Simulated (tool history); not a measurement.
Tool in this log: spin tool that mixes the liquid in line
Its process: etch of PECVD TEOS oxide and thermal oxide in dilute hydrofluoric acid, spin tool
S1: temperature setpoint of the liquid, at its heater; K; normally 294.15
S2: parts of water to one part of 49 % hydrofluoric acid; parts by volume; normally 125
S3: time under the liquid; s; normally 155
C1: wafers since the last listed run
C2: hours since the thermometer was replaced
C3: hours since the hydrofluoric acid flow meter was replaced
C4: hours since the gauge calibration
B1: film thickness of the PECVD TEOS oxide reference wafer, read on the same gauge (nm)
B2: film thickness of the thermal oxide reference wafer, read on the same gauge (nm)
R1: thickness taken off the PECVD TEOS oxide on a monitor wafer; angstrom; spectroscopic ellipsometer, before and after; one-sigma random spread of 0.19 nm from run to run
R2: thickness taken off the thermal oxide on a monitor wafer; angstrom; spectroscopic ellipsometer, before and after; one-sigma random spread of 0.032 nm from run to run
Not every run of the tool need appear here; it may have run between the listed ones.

| run | hour | S1 | S2 | S3 | C1 | C2 | C3 | C4 | B1 | B2 | R1 | R2 |
|---|---|---|---|---|---|---|---|---|---|---|---|---|
| 1 | 0.0 | 294.15 | 105 | 155 | 0 | 1016.9 | 495.0 | 2939.9 | 119.98 | 70.01 | 265.2 | 61.2 |
| 2 | 232.9 | 294.15 | 125 | 155 | 1768 | 1249.8 | 727.9 | 3172.8 | 120.01 | 69.98 | 214.1 | 49.9 |
| 3 | 335.9 | 294.15 | 125 | 155 | 782 | 1352.8 | 830.9 | 3275.8 | 120.01 | 70.02 | 214.7 | 49.7 |
| 4 | 401.2 | 294.15 | 125 | 155 | 495 | 1418.1 | 896.2 | 3341.1 | 120.01 | 70.00 | 208.6 | 49.6 |
| 5 | 474.6 | 294.15 | 125 | 155 | 557 | 1491.5 | 969.6 | 3414.5 | 120.03 | 70.04 | 209.4 | 50.3 |
|  | 547.2 | gauge calibrated |
| 6 | 547.9 | 294.15 | 125 | 155 | 556 | 1564.8 | 1042.9 | 0.7 | 119.95 | 70.00 | 211.9 | 49.7 |
|  | 750.5 | hydrofluoric acid flow meter replaced |
| 7 | 839.4 | 294.15 | 125 | 155 | 2206 | 1856.3 | 88.9 | 292.2 | 120.00 | 70.02 | 214.4 | 48.8 |
| 8 | 947.3 | 294.15 | 125 | 155 | 819 | 1964.2 | 196.8 | 400.1 | 120.00 | 70.00 | 207.5 | 49.0 |
| 9 | 1052.9 | 294.15 | 75 | 210 | 802 | 2069.8 | 302.4 | 505.7 | 119.99 | 70.01 | 497.8 | 115.7 |
| 10 | 1106.9 | 297.15 | 145 | 65 | 410 | 2123.8 | 356.4 | 559.7 | 119.99 | 70.00 | 83.2 | 19.4 |
|  | 1343.6 | thermometer replaced |
| 11 | 1401.0 | 294.15 | 125 | 80 | 2226 | 57.4 | 650.5 | 853.8 | 119.98 | 70.01 | 116.4 | 27.1 |
| 12 | 1475.8 | 294.15 | 125 | 155 | 568 | 132.2 | 725.3 | 928.6 | 120.02 | 70.01 | 223.7 | 52.2 |
| 13 | 1540.0 | 294.15 | 90 | 80 | 487 | 196.4 | 789.5 | 992.8 | 119.98 | 70.00 | 167.5 | 39.1 |
| 14 | 1641.9 | 294.15 | 125 | 215 | 773 | 298.3 | 891.4 | 1094.7 | 120.01 | 69.98 | 311.3 | 71.6 |
| 15 | 1740.9 | 296.15 | 125 | 220 | 751 | 397.3 | 990.4 | 1193.7 | 120.02 | 70.01 | 343.4 | 79.2 |
| 16 | 1805.5 | 291.65 | 170 | 65 | 490 | 461.9 | 1055.0 | 1258.3 | 120.01 | 70.02 | 59.6 | 13.9 |
| 17 | 1908.8 | 294.15 | 110 | 185 | 784 | 565.2 | 1158.3 | 1361.6 | 120.02 | 69.99 | 303.7 | 70.8 |
| 18 | 1984.5 | 290.15 | 150 | 155 | 574 | 640.9 | 1234.0 | 1437.3 | 120.01 | 69.98 | 150.9 | 35.5 |
| 19 | 2055.5 | 294.15 | 140 | 155 | 539 | 711.9 | 1305.0 | 1508.3 | 120.02 | 70.00 | 195.0 | 45.0 |
| 20 | 2126.8 | 294.15 | 125 | 155 | 541 | 783.2 | 1376.3 | 1579.6 | 120.02 | 69.97 | 216.7 | 51.0 |
|  | 2130.6 | hydrofluoric acid flow meter replaced |
| 21 | 2215.8 | 295.65 | 165 | 180 | 668 | 872.2 | 85.2 | 1668.6 | 120.00 | 70.02 | 195.4 | 45.0 |
| 22 | 2279.6 | 294.15 | 125 | 155 | 484 | 936.0 | 149.0 | 1732.4 | 120.02 | 70.03 | 217.5 | 51.2 |
| 23 | 2336.1 | 296.15 | 125 | 155 | 429 | 992.5 | 205.5 | 1788.9 | 120.00 | 69.99 | 234.2 | 55.9 |
| 24 | 2380.6 | 296.65 | 100 | 155 | 337 | 1037.0 | 250.0 | 1833.4 | 120.03 | 70.01 | 309.1 | 72.2 |
| 25 | 2476.5 | 290.65 | 185 | 220 | 728 | 1132.9 | 345.9 | 1929.3 | 119.96 | 70.00 | 169.3 | 39.3 |
| 26 | 2531.3 | 290.15 | 125 | 155 | 416 | 1187.7 | 400.7 | 1984.1 | 120.02 | 70.00 | 184.9 | 42.7 |
| 27 | 2587.9 | 295.65 | 165 | 180 | 429 | 1244.3 | 457.3 | 2040.7 | 120.03 | 69.96 | 191.2 | 45.5 |

What if the next run were any one of these 3? Each begins from the tool's condition after run 27:
| A | 2588.4 | 294.15 | 125 | 155 | 3 | 1244.8 | 457.8 | 2041.2 | ? | ? | ? | ? |
| B | 2588.4 | 291.15 | 125 | 155 | 3 | 1244.8 | 457.8 | 2041.2 | ? | ? | ? | ? |
| C | 2588.4 | 294.15 | 125 | 90 | 3 | 1244.8 | 457.8 | 2041.2 | ? | ? | ? | ? |

| run | B1 | B2 | R1 | R2 |
|---|---|---|---|---|
| A | 119.97 | 70.02 | 216.2 | 51.0 |
| B | 119.97 | 70.02 | 191.2 | 45.1 |
| C | 119.97 | 70.02 | 125.5 | 29.6 |
Had the tool no hidden state, the same runs would have come out as:
| run | R1 | R2 |
|---|---|---|
| A | 225.5 | 53.2 |
| B | 199.7 | 47.1 |
| C | 131.0 | 30.9 |

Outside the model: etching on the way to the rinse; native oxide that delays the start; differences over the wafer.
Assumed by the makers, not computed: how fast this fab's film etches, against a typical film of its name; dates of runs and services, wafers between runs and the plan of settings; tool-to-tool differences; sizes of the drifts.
